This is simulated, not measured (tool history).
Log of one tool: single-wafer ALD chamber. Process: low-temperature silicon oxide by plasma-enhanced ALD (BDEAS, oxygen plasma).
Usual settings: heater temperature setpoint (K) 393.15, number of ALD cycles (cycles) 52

run	hour	heater temperature setpoint (K)	number of ALD cycles (cycles)	read-back reference wafer on the same gauge, thickness_nm	mean film thickness on the monitor wafer (Å)
1	0	393.15	52	6.375	71.64
2	29	393.15	52	6.37	71.49
3	60.6	393.15	52	6.37	71.86
4	93.2	389.15	52	6.366	72.13
5	111	389.15	52	6.364	71.86
6	132.3	393.15	52	6.362	71.52
7	163.4	393.15	52	6.353	71.8
8	184.8	393.15	52	6.349	71.3
9	198.5	393.15	52	6.357	71.58
10	224.6	393.15	52	6.341	71.43
11	239.9	393.15	54	6.345	73.99
12	264.5	381.15	46	6.332	64.3
13	278.6	381.15	46	6.336	64.28
14	308.9	393.15	52	6.326	71.44
15	322.6	393.15	52	6.326	70.96
16	337.3	393.15	52	6.327	71.25
# hour 344.7: gauge calibrated
17	361.8	393.15	52	6.422	71.91
18	389.7	393.15	52	6.427	71.89
19	409.8	393.15	52	6.42	72.15
20	443.7	399.15	49	6.42	67.51
21	476.5	408.15	45	6.418	60.81
22	493.9	399.15	55	6.411	76.07
23	508.6	393.15	62	6.418	85.94
24	520.9	393.15	54	6.413	75.09
25	534	386.15	57	6.417	80.11
26	549.5	393.15	52	6.418	71.92
27	579.2	379.15	45	6.41	64.03
28	608.6	406.15	56	6.413	75.91
29	638.2	401.15	55	6.411	75.37
30	665.3	384.15	43	6.41	60.38
# hour 690.6: thermocouple changed; heater temperature recalibrated
31	691.9	393.15	52	6.405	72.28
32	725.8	393.15	52	6.402	72
33	788.7	407.15	55	6.397	74.35
34	814.6	402.15	57	6.394	77.77
35	871.4	393.15	52	6.386	72.23
36	903.7	393.15	52	6.382	71.72
37	938.6	398.15	45	6.384	61.18

Forecast each of these 4 alternatives for the next run:
A	939.1	393.15	60	?	?
B	939.1	393.15	43	?	?
C	939.1	403.15	56	?	?
D	939.1	406.15	46	?	?

run	read-back reference wafer on the same gauge, thickness_nm	mean film thickness on the monitor wafer (Å)
A	6.376	82.53
B	6.376	59.15
C	6.376	75.76
D	6.376	61.92
Without the tool's hidden state the same runs would have given:
run	mean film thickness on the monitor wafer (Å)
A	82.84
B	59.37
C	76.05
D	62.15
